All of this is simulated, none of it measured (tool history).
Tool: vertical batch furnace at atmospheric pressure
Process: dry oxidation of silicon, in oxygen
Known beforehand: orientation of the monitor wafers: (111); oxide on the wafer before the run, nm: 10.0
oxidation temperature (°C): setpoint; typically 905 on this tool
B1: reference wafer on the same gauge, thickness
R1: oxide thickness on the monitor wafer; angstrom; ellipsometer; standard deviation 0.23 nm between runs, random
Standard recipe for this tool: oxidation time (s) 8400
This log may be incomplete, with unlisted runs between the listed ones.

Run 1, hour 0: usual settings but oxidation temperature (°C) 914; B1 58.94. Result: R1 632 angstrom.
Run 2, hour 34.6: usual settings but oxidation time (s) 5670; B1 58.97. Result: R1 451.9 angstrom.
Run 3, hour 212.4: usual settings but oxidation time (s) 5670; B1 59.04. Result: R1 456.3 angstrom.
Run 4, hour 243.9: usual settings but oxidation time (s) 7320; B1 59.03. Result: R1 534.6 angstrom.
Run 5, hour 283.4: usual settings but oxidation time (s) 7320; B1 58.96. Result: R1 535.6 angstrom.
Run 6, hour 341.8: usual settings but oxidation time (s) 7320; B1 59.01. Result: R1 534.7 angstrom.
Run 7, hour 403.1: usual settings; B1 58.91. Result: R1 583.9 angstrom.
Run 8, hour 455.8: usual settings; B1 59.08. Result: R1 587.9 angstrom.
Run 9, hour 495.6: usual settings; B1 59.07. Result: R1 589.3 angstrom.
Run 10, hour 557.4: usual settings; B1 58.97. Result: R1 589.7 angstrom.
Run 11, hour 626: usual settings; B1 59. Result: R1 586.6 angstrom.
Run 12, hour 678.8: usual settings; B1 59.05. Result: R1 585.3 angstrom.
Run 13, hour 746.8: usual settings but oxidation temperature (°C) 882; B1 59.02. Result: R1 472.1 angstrom.
Run 14, hour 804.2: usual settings but oxidation temperature (°C) 914, oxidation time (s) 10680; B1 58.92. Result: R1 746.5 angstrom.
Run 15, hour 832.1: usual settings but oxidation temperature (°C) 921; B1 59.1. Result: R1 683.8 angstrom.
Run 16, hour 903.3: usual settings but oxidation temperature (°C) 912; B1 58.99. Result: R1 633.8 angstrom.
Run 17, hour 972.5: usual settings but oxidation temperature (°C) 896, oxidation time (s) 6000; B1 58.99. Result: R1 441.2 angstrom.
At hour 1041.9: thermocouples replaced and temperature profile calibrated.
Run 18, hour 1042.4: usual settings; B1 58.96. Result: R1 576 angstrom.
Run 19, hour 1048: usual settings but oxidation time (s) 10050; B1 58.93. Result: R1 646.3 angstrom.
Run 20, hour 1077.5: usual settings but oxidation temperature (°C) 881, oxidation time (s) 5910; B1 59.01. Result: R1 374 angstrom.
At hour 1107.7: gauge calibrated.
At hour 1131.1: boat lift adjusted.
Run 21, hour 1246.8: usual settings; B1 58.91. Result: R1 575.6 angstrom.
Run 22, hour 1272.4: usual settings but oxidation temperature (°C) 883, oxidation time (s) 6960; B1 58.95. Result: R1 418.2 angstrom.
Run 23, hour 1328: usual settings but oxidation temperature (°C) 888, oxidation time (s) 6600; B1 58.96. Result: R1 421.8 angstrom.
Run 24, hour 1366.7: usual settings; B1 59.04. Result: R1 574.1 angstrom.
Run 25, hour 1431.4: usual settings but oxidation time (s) 4680; B1 59.09. Result: R1 399.9 angstrom.

Table of differences, measured result less the result of that run with no hidden state. Run-to-run variation is the same in both. Gauge scatter possibly is not:
Unlogged tool condition in this case: true tube temperature minus thermocouple reading, K; monitor wafer colder than the profiled boat position, K; gauge reads high (%).
run     R1
  1  +11.8
  2   +8.4
  3   +9.8
  4  +12.1
  5  +12.4
  6    +13
  7    +15
  8  +15.6
  9  +16.1
 10  +16.8
 11  +17.5
 12  +18.1
 13  +15.1
 14  +24.9
 15    +22
 16  +22.5
 17  +15.6
 18   +4.2
 19   +4.8
 20   +2.6
 21   +4.2
 22     +3
 23   +3.1
 24   +4.4
 25   +2.9
